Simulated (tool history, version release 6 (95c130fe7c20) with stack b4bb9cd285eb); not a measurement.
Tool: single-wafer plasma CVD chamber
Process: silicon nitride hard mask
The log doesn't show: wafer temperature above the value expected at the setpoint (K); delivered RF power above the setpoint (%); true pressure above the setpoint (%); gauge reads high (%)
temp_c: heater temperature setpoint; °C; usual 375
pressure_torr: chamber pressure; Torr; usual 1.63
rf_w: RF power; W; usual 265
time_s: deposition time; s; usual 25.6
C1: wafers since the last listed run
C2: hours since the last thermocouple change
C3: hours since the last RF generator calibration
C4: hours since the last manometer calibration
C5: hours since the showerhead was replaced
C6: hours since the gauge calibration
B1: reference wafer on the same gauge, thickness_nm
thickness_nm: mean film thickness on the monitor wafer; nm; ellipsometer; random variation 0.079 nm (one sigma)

Run 1, day 0: usual settings but temp_c 384 °C, pressure_torr 1.73 Torr; C1 0; C2 1525.6; C3 1705.1; C4 2106.1; C5 3764.4; C6 245.7; B1 30.703. Result: thickness_nm 25.904 nm.
Run 2, day 0.654: usual settings but temp_c 370 °C; C1 238; C2 1541.3; C3 1720.8; C4 2121.8; C5 3780.1; C6 261.4; B1 30.685. Result: thickness_nm 25.438 nm.
Run 3, day 1.196: usual settings but temp_c 370 °C; C1 197; C2 1554.3; C3 1733.8; C4 2134.8; C5 3793.1; C6 274.4; B1 30.732. Result: thickness_nm 25.425 nm.
Run 4, day 1.817: usual settings but rf_w 255 W; C1 226; C2 1569.2; C3 1748.7; C4 2149.7; C5 3808; C6 289.3; B1 30.707. Result: thickness_nm 24.895 nm.
At day 2.762: RF generator calibrated.
Run 5, day 2.783: usual settings but rf_w 255 W; C1 230; C2 1592.4; C3 0.5; C4 2172.9; C5 3831.2; C6 312.5; B1 30.677. Result: thickness_nm 26.317 nm.
Run 6, day 3.1: usual settings but temp_c 364 °C; C1 115; C2 1600; C3 8.1; C4 2180.5; C5 3838.8; C6 320.1; B1 30.681. Result: thickness_nm 27.092 nm.
Run 7, day 3.838: usual settings but pressure_torr 1.35 Torr, rf_w 310 W, time_s 22.3 s; C1 268; C2 1617.7; C3 25.8; C4 2198.2; C5 3856.5; C6 337.8; B1 30.748. Result: thickness_nm 24.046 nm.
Run 8, day 4.225: usual settings but temp_c 369 °C, rf_w 295 W, time_s 21.9 s; C1 141; C2 1627; C3 35.1; C4 2207.5; C5 3865.8; C6 347.1; B1 30.678. Result: thickness_nm 24.637 nm.
Run 9, day 4.817: usual settings but temp_c 384 °C, rf_w 250 W; C1 215; C2 1641.2; C3 49.3; C4 2221.7; C5 3880; C6 361.3; B1 30.684. Result: thickness_nm 25.853 nm.
At day 5.342: thermocouple changed; heater temperature recalibrated.
Run 10, day 5.362: usual settings but pressure_torr 1.33 Torr; C1 77; C2 0.5; C3 62.4; C4 2234.8; C5 3893.1; C6 374.4; B1 30.718. Result: thickness_nm 25.032 nm.
Run 11, day 5.967: usual settings but temp_c 363 °C, pressure_torr 2 Torr, rf_w 305 W, time_s 30.5 s; C1 220; C2 15; C3 76.9; C4 2249.3; C5 3907.6; C6 388.9; B1 30.673. Result: thickness_nm 37.343 nm.
At day 6.358: showerhead replaced, of another model than before.
Run 12, day 6.4: usual settings; C1 36; C2 25.4; C3 87.3; C4 2259.7; C5 1; C6 399.3; B1 30.719. Result: thickness_nm 26.992 nm.
Run 13, day 6.821: usual settings but rf_w 250 W; C1 153; C2 35.5; C3 97.4; C4 2269.8; C5 11.1; C6 409.4; B1 30.71. Result: thickness_nm 26.492 nm.
Run 14, day 7.483: usual settings but rf_w 285 W; C1 241; C2 51.4; C3 113.3; C4 2285.7; C5 27; C6 425.3; B1 30.728. Result: thickness_nm 27.79 nm.
At day 7.538: gauge calibrated.
Run 15, day 8: usual settings but rf_w 300 W; C1 188; C2 63.8; C3 125.7; C4 2298.1; C5 39.4; C6 11.1; B1 30.72. Result: thickness_nm 28.157 nm.
Run 16, day 8.671: usual settings; C1 244; C2 79.9; C3 141.8; C4 2314.2; C5 55.5; C6 27.2; B1 30.73. Result: thickness_nm 26.854 nm.
Run 17, day 9.288: usual settings but temp_c 367 °C; C1 224; C2 94.7; C3 156.6; C4 2329; C5 70.3; C6 42; B1 30.698. Result: thickness_nm 26.911 nm.
At day 10: capacitance manometer re-zeroed and calibrated.
Run 18, day 10.096: usual settings but temp_c 389 °C, rf_w 295 W, time_s 28.5 s; C1 173; C2 114.1; C3 176; C4 2.3; C5 89.7; C6 61.4; B1 30.681. Result: thickness_nm 30.837 nm.
Run 19, day 10.704: usual settings but rf_w 290 W; C1 221; C2 128.7; C3 190.6; C4 16.9; C5 104.3; C6 76; B1 30.704. Result: thickness_nm 27.827 nm.
Run 20, day 11.008: usual settings but temp_c 365 °C, rf_w 220 W, time_s 29.3 s; C1 110; C2 136; C3 197.9; C4 24.2; C5 111.6; C6 83.3; B1 30.721. Result: thickness_nm 29.115 nm.
Run 21, day 11.621: usual settings but rf_w 280 W, time_s 22.4 s; C1 223; C2 150.7; C3 212.6; C4 38.9; C5 126.3; C6 98; B1 30.71. Result: thickness_nm 24.053 nm.
Run 22, day 12.267: usual settings but temp_c 367 °C; C1 235; C2 166.2; C3 228.1; C4 54.4; C5 141.8; C6 113.5; B1 30.719. Result: thickness_nm 27.065 nm.
Run 23, day 12.608: usual settings; C1 124; C2 174.4; C3 236.3; C4 62.6; C5 150; C6 121.7; B1 30.705. Result: thickness_nm 27.02 nm.
Run 24, day 12.904: usual settings but pressure_torr 1.49 Torr, time_s 28.7 s; C1 107; C2 181.5; C3 243.4; C4 69.7; C5 157.1; C6 128.8; B1 30.694. Result: thickness_nm 28.885 nm.
Run 25, day 13.5: usual settings but temp_c 390 °C, pressure_torr 1.41 Torr, rf_w 315 W, time_s 22.8 s; C1 217; C2 195.8; C3 257.7; C4 84; C5 171.4; C6 143.1; B1 30.715. Result: thickness_nm 23.72 nm.
Run 26, day 14.079: usual settings; C1 211; C2 209.7; C3 271.6; C4 97.9; C5 185.3; C6 157; B1 30.688. Result: thickness_nm 26.939 nm.
Run 27, day 14.579: usual settings but pressure_torr 1.52 Torr, time_s 30 s; C1 182; C2 221.7; C3 283.6; C4 109.9; C5 197.3; C6 169; B1 30.697. Result: thickness_nm 30.417 nm.
Run 28, day 14.867: usual settings but temp_c 367 °C, pressure_torr 1.36 Torr, rf_w 290 W, time_s 27 s; C1 104; C2 228.6; C3 290.5; C4 116.8; C5 204.2; C6 175.9; B1 30.707. Result: thickness_nm 26.755 nm.

Forecast each of these 5 alternatives for the next run:
Run A, day 14.883: usual settings but rf_w 240 W; C1 6; C2 229; C3 290.9; C4 117.2; C5 204.6; C6 176.3; B1 ?. Result: thickness_nm ?.
Run B, day 14.883: usual settings but temp_c 384 °C, time_s 28.5 s; C1 6; C2 229; C3 290.9; C4 117.2; C5 204.6; C6 176.3; B1 ?. Result: thickness_nm ?.
Run C, day 14.883: usual settings but temp_c 369 °C, pressure_torr 1.44 Torr, rf_w 305 W, time_s 21.3 s; C1 6; C2 229; C3 290.9; C4 117.2; C5 204.6; C6 176.3; B1 ?. Result: thickness_nm ?.
Run D, day 14.883: usual settings but pressure_torr 2.01 Torr; C1 6; C2 229; C3 290.9; C4 117.2; C5 204.6; C6 176.3; B1 ?. Result: thickness_nm ?.
Run E, day 14.883: usual settings but temp_c 363 °C, time_s 23.7 s; C1 6; C2 229; C3 290.9; C4 117.2; C5 204.6; C6 176.3; B1 ?. Result: thickness_nm ?.

run     B1  thickness_nm
  A  30.71        26.071
  B  30.71        29.886
  C  30.71        22.215
  D  30.71         29.37
  E  30.71        25.078
Without the tool's hidden state the same runs would have given:
run  thickness_nm
  A        26.104
  B        29.925
  C        22.243
  D        29.409
  E        25.111
